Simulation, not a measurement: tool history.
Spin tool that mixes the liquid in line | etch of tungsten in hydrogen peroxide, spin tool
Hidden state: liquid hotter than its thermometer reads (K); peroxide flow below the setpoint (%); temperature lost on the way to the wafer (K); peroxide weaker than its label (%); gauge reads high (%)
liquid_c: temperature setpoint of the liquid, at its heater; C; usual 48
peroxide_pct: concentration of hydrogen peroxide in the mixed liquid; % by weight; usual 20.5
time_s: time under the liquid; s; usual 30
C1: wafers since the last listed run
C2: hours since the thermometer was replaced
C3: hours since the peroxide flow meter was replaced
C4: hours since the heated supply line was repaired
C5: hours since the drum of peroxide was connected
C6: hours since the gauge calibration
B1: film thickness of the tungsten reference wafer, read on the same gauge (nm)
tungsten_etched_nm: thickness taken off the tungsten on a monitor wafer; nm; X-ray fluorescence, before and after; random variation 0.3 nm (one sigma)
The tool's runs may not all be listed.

{"run": 1, "hour": 0.0, "liquid_c": 48, "peroxide_pct": 20.5, "time_s": 15, "C1": 0, "C2": 2073.2, "C3": 1388.9, "C4": 2306.2, "C5": 185.3, "C6": 1291.5, "B1": 90.02, "tungsten_etched_nm": 17.48}
{"run": 2, "hour": 75.3, "liquid_c": 48, "peroxide_pct": 20.5, "time_s": 15, "C1": 1250, "C2": 2148.5, "C3": 1464.2, "C4": 2381.5, "C5": 260.6, "C6": 1366.8, "B1": 90.01, "tungsten_etched_nm": 17.41}
{"run": 3, "hour": 107.5, "liquid_c": 42, "peroxide_pct": 20.5, "time_s": 20, "C1": 534, "C2": 2180.7, "C3": 1496.4, "C4": 2413.7, "C5": 292.8, "C6": 1399, "B1": 89.99, "tungsten_etched_nm": 15.87}
{"run": 4, "hour": 151.6, "liquid_c": 42, "peroxide_pct": 20.5, "time_s": 20, "C1": 732, "C2": 2224.8, "C3": 1540.5, "C4": 2457.8, "C5": 336.9, "C6": 1443.1, "B1": 90.01, "tungsten_etched_nm": 15.85}
{"hour": 165.1, "done": "heated supply line repaired"}
{"hour": 171.1, "done": "new drum of peroxide connected"}
{"run": 5, "hour": 177.2, "liquid_c": 48, "peroxide_pct": 20.5, "time_s": 30, "C1": 392, "C2": 2250.4, "C3": 1566.1, "C4": 12.1, "C5": 6.1, "C6": 1468.7, "B1": 90.02, "tungsten_etched_nm": 35.06}
{"run": 6, "hour": 203.4, "liquid_c": 48, "peroxide_pct": 17.5, "time_s": 35, "C1": 435, "C2": 2276.6, "C3": 1592.3, "C4": 38.3, "C5": 32.3, "C6": 1494.9, "B1": 90.02, "tungsten_etched_nm": 37.77}
{"run": 7, "hour": 230.9, "liquid_c": 48, "peroxide_pct": 17.5, "time_s": 35, "C1": 456, "C2": 2304.1, "C3": 1619.8, "C4": 65.8, "C5": 59.8, "C6": 1522.4, "B1": 89.99, "tungsten_etched_nm": 37.08}
{"run": 8, "hour": 287.7, "liquid_c": 48, "peroxide_pct": 17.5, "time_s": 35, "C1": 943, "C2": 2360.9, "C3": 1676.6, "C4": 122.6, "C5": 116.6, "C6": 1579.2, "B1": 89.99, "tungsten_etched_nm": 37.7}
{"hour": 321.1, "done": "peroxide flow meter replaced"}
{"run": 9, "hour": 341.2, "liquid_c": 39, "peroxide_pct": 20.5, "time_s": 15, "C1": 872, "C2": 2414.4, "C3": 20.1, "C4": 176.1, "C5": 170.1, "C6": 1632.7, "B1": 89.98, "tungsten_etched_nm": 9.82}
{"hour": 371.9, "done": "gauge calibrated"}
{"run": 10, "hour": 383.2, "liquid_c": 42, "peroxide_pct": 24, "time_s": 45, "C1": 697, "C2": 2456.4, "C3": 62.1, "C4": 218.1, "C5": 212.1, "C6": 11.3, "B1": 90.01, "tungsten_etched_nm": 38.39}
{"run": 11, "hour": 447.7, "liquid_c": 48, "peroxide_pct": 22.5, "time_s": 30, "C1": 1071, "C2": 2520.9, "C3": 126.6, "C4": 282.6, "C5": 276.6, "C6": 75.8, "B1": 89.95, "tungsten_etched_nm": 36.49}
{"run": 12, "hour": 496.3, "liquid_c": 48, "peroxide_pct": 22, "time_s": 30, "C1": 807, "C2": 2569.5, "C3": 175.2, "C4": 331.2, "C5": 325.2, "C6": 124.4, "B1": 89.97, "tungsten_etched_nm": 36.57}
{"hour": 509.3, "done": "new drum of peroxide connected"}
{"run": 13, "hour": 548.7, "liquid_c": 48, "peroxide_pct": 20.5, "time_s": 30, "C1": 853, "C2": 2621.9, "C3": 227.6, "C4": 383.6, "C5": 39.4, "C6": 176.8, "B1": 90.01, "tungsten_etched_nm": 34.66}
{"run": 14, "hour": 601.5, "liquid_c": 48, "peroxide_pct": 20.5, "time_s": 30, "C1": 877, "C2": 2674.7, "C3": 280.4, "C4": 436.4, "C5": 92.2, "C6": 229.6, "B1": 89.98, "tungsten_etched_nm": 35.02}
{"run": 15, "hour": 657.1, "liquid_c": 53.5, "peroxide_pct": 20.5, "time_s": 15, "C1": 923, "C2": 2730.3, "C3": 336, "C4": 492, "C5": 147.8, "C6": 285.2, "B1": 90.04, "tungsten_etched_nm": 24.64}
{"run": 16, "hour": 698.0, "liquid_c": 44.5, "peroxide_pct": 20.5, "time_s": 30, "C1": 679, "C2": 2771.2, "C3": 376.9, "C4": 532.9, "C5": 188.7, "C6": 326.1, "B1": 89.97, "tungsten_etched_nm": 27.83}
{"hour": 704.2, "done": "thermometer replaced"}
{"run": 17, "hour": 770.0, "liquid_c": 54, "peroxide_pct": 20.5, "time_s": 30, "C1": 1179, "C2": 65.8, "C3": 448.9, "C4": 604.9, "C5": 260.7, "C6": 398.1, "B1": 90.02, "tungsten_etched_nm": 50.89}
{"run": 18, "hour": 831.6, "liquid_c": 45, "peroxide_pct": 22.5, "time_s": 40, "C1": 1023, "C2": 127.4, "C3": 510.5, "C4": 666.5, "C5": 322.3, "C6": 459.7, "B1": 90.05, "tungsten_etched_nm": 40.63}
{"hour": 833.1, "done": "new drum of peroxide connected"}
{"run": 19, "hour": 890.6, "liquid_c": 53.5, "peroxide_pct": 16, "time_s": 25, "C1": 963, "C2": 186.4, "C3": 569.5, "C4": 725.5, "C5": 57.5, "C6": 518.7, "B1": 89.97, "tungsten_etched_nm": 36.18}
{"run": 20, "hour": 934.4, "liquid_c": 48, "peroxide_pct": 18, "time_s": 40, "C1": 727, "C2": 230.2, "C3": 613.3, "C4": 769.3, "C5": 101.3, "C6": 562.5, "B1": 90.04, "tungsten_etched_nm": 43.76}
{"run": 21, "hour": 990.0, "liquid_c": 39, "peroxide_pct": 20.5, "time_s": 45, "C1": 923, "C2": 285.8, "C3": 668.9, "C4": 824.9, "C5": 156.9, "C6": 618.1, "B1": 90.05, "tungsten_etched_nm": 29.51}
{"run": 22, "hour": 1029.0, "liquid_c": 54, "peroxide_pct": 17.5, "time_s": 40, "C1": 647, "C2": 324.8, "C3": 707.9, "C4": 863.9, "C5": 195.9, "C6": 657.1, "B1": 90.05, "tungsten_etched_nm": 62.92}
{"run": 23, "hour": 1095.7, "liquid_c": 39.5, "peroxide_pct": 15.5, "time_s": 35, "C1": 1107, "C2": 391.5, "C3": 774.6, "C4": 930.6, "C5": 262.6, "C6": 723.8, "B1": 90, "tungsten_etched_nm": 20.26}
{"run": 24, "hour": 1119.8, "liquid_c": 53, "peroxide_pct": 15.5, "time_s": 30, "C1": 400, "C2": 415.6, "C3": 798.7, "C4": 954.7, "C5": 286.7, "C6": 747.9, "B1": 89.99, "tungsten_etched_nm": 41.49}
{"run": 25, "hour": 1169.1, "liquid_c": 48, "peroxide_pct": 20.5, "time_s": 30, "C1": 818, "C2": 464.9, "C3": 848, "C4": 1004, "C5": 336, "C6": 797.2, "B1": 90, "tungsten_etched_nm": 34.86}

Forecast each of these 5 alternatives for the next run:
{"run": "A", "hour": 1169.5, "liquid_c": 48, "peroxide_pct": 25, "time_s": 30, "C1": 6, "C2": 465.3, "C3": 848.4, "C4": 1004.4, "C5": 336.4, "C6": 797.6, "B1": "?", "tungsten_etched_nm": "?"}
{"run": "B", "hour": 1169.5, "liquid_c": 48, "peroxide_pct": 23, "time_s": 30, "C1": 6, "C2": 465.3, "C3": 848.4, "C4": 1004.4, "C5": 336.4, "C6": 797.6, "B1": "?", "tungsten_etched_nm": "?"}
{"run": "C", "hour": 1169.5, "liquid_c": 38, "peroxide_pct": 20.5, "time_s": 30, "C1": 6, "C2": 465.3, "C3": 848.4, "C4": 1004.4, "C5": 336.4, "C6": 797.6, "B1": "?", "tungsten_etched_nm": "?"}
{"run": "D", "hour": 1169.5, "liquid_c": 42.5, "peroxide_pct": 25, "time_s": 35, "C1": 6, "C2": 465.3, "C3": 848.4, "C4": 1004.4, "C5": 336.4, "C6": 797.6, "B1": "?", "tungsten_etched_nm": "?"}
{"run": "E", "hour": 1169.5, "liquid_c": 48, "peroxide_pct": 23.5, "time_s": 45, "C1": 6, "C2": 465.3, "C3": 848.4, "C4": 1004.4, "C5": 336.4, "C6": 797.6, "B1": "?", "tungsten_etched_nm": "?"}

run=A B1=89.99 tungsten_etched_nm=38.47
run=B B1=89.99 tungsten_etched_nm=36.9
run=C B1=89.99 tungsten_etched_nm=18.39
run=D B1=89.99 tungsten_etched_nm=31.75
run=E B1=89.99 tungsten_etched_nm=55.95
Without the tool's hidden state the same runs would have given:
run=A tungsten_etched_nm=38.47
run=B tungsten_etched_nm=36.9
run=C tungsten_etched_nm=18.39
run=D tungsten_etched_nm=31.75
run=E tungsten_etched_nm=55.95
